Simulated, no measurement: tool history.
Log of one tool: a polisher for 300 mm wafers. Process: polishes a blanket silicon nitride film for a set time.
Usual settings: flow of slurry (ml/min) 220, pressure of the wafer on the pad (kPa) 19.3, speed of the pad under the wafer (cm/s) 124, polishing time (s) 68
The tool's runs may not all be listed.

run	hour	flow of slurry (ml/min)	pressure of the wafer on the pad (kPa)	speed of the pad under the wafer (cm/s)	polishing time (s)	incoming thickness of the incoming film, nm	film removed (angstrom)
1	0.0	280	19.3	124	68	938.3	1156
2	75.8	280	19.3	124	68	909.3	1155
3	163.4	220	19.3	124	68	921.5	1115
4	218.1	220	19.3	124	68	920.9	1115
5	293.0	220	19.3	124	68	924.7	1060
6	395.9	220	19.3	124	68	930.6	986
7	439.4	220	19.3	124	68	922.9	1168
8	544.6	220	19.3	124	68	933.0	1132
9	631.9	220	19.3	124	68	932.2	1138
10	690.2	220	19.3	124	68	941.5	1131
11	985.7	220	19.3	124	68	947.0	1166
12	1061.2	275	19.3	124	68	923.5	1165
13	1134.6	220	19.3	124	68	936.7	1155
14	1209.4	220	19.3	124	68	919.8	1125
15	1248.9	220	19.3	124	68	948.6	1151
16	1322.2	220	19.3	124	68	913.7	1115
17	1422.8	220	19.3	124	68	925.1	1100
18	1475.0	220	19.3	124	68	934.2	1065
19	1564.5	175	12.4	96	68	931.8	420
20	1657.4	220	19.3	124	48	930.3	824
21	1708.5	220	19.3	124	68	940.1	1129
22	1752.1	220	21.4	124	68	932.6	1214
23	1793.8	290	13.8	148	82	932.9	1339
24	1832.0	220	19.3	124	68	927.8	1109
25	1873.2	195	24.8	124	81	937.7	1500
26	1963.7	220	19.3	138	68	944.0	1171
27	2031.1	220	19.3	124	47	930.7	720
28	2134.2	265	19.3	88	62	926.7	905
29	2184.6	220	19.3	124	68	949.1	1163
30	2242.1	265	15.9	154	68	922.0	1199
31	2296.8	220	25.5	124	68	911.8	1333
32	2402.1	250	19.3	124	86	924.3	1459
33	2492.5	220	19.3	124	68	931.3	1094
34	2584.7	220	19.3	124	68	938.5	1027
35	2620.8	220	19.3	124	68	924.9	984
36	2671.9	290	24.8	140	52	929.1	1115

Not shown: 13 entries that the log had between the listed runs. Between which runs, and how does the tool's hidden state differ before and after?
Between runs 6 and 7: slurry nozzle cleaned (hour 400.4)
  slurry flow missing at the pad, %: 52.9 -> 5.23
  measured less the result without the state, film removed (angstrom): -149 -> -8
Between runs 7 and 8: worn pad replaced by a new one (hour 498.6)
  slurry flow missing at the pad, %: 5.23 -> 7.93
  measured less the result without the state, film removed (angstrom): -8 -> -12
Between runs 10 and 11: head pressure recalibrated (hour 869.7); slurry nozzle cleaned (hour 974.1)
  slurry flow missing at the pad, %: 16.8 -> 3.07
  measured less the result without the state, film removed (angstrom): -29 -> -5
Between runs 11 and 12: worn pad replaced by a new one (hour 1025.9)
  slurry flow missing at the pad, %: 3.07 -> 4.11
  measured less the result without the state, film removed (angstrom): -5 -> -5
Between runs 18 and 19: worn pad replaced by a new one, of another model than before (hour 1484.2)
  slurry flow missing at the pad, %: 38.2 -> 51.9
  measured less the result without the state, film removed (angstrom): -85 -> -356
Between runs 19 and 20: slurry nozzle cleaned (hour 1581.0)
  slurry flow missing at the pad, %: 51.9 -> 3.1
  measured less the result without the state, film removed (angstrom): -356 -> -5
Between runs 21 and 22: head pressure recalibrated (hour 1751.7)
  slurry flow missing at the pad, %: 4.56 -> 6.39
  measured less the result without the state, film removed (angstrom): -11 -> -16
Between runs 26 and 27: worn pad replaced by a new one (hour 2002.8)
  slurry flow missing at the pad, %: 22.8 -> 30.7
  measured less the result without the state, film removed (angstrom): -79 -> -81
Between runs 27 and 28: slurry nozzle cleaned (hour 2102.7)
  slurry flow missing at the pad, %: 30.7 -> 1.02
  measured less the result without the state, film removed (angstrom): -81 -> -1
Between runs 33 and 34: head pressure recalibrated (hour 2519.6)
  slurry flow missing at the pad, %: 22.2 -> 33.4
  measured less the result without the state, film removed (angstrom): -71 -> -139
Between runs 34 and 35: worn pad replaced by a new one (hour 2609.1)
  slurry flow missing at the pad, %: 33.4 -> 38.5
  measured less the result without the state, film removed (angstrom): -139 -> -185
Between runs 35 and 36: slurry nozzle cleaned (hour 2659.4)
  slurry flow missing at the pad, %: 38.5 -> 8.83
  measured less the result without the state, film removed (angstrom): -185 -> -14
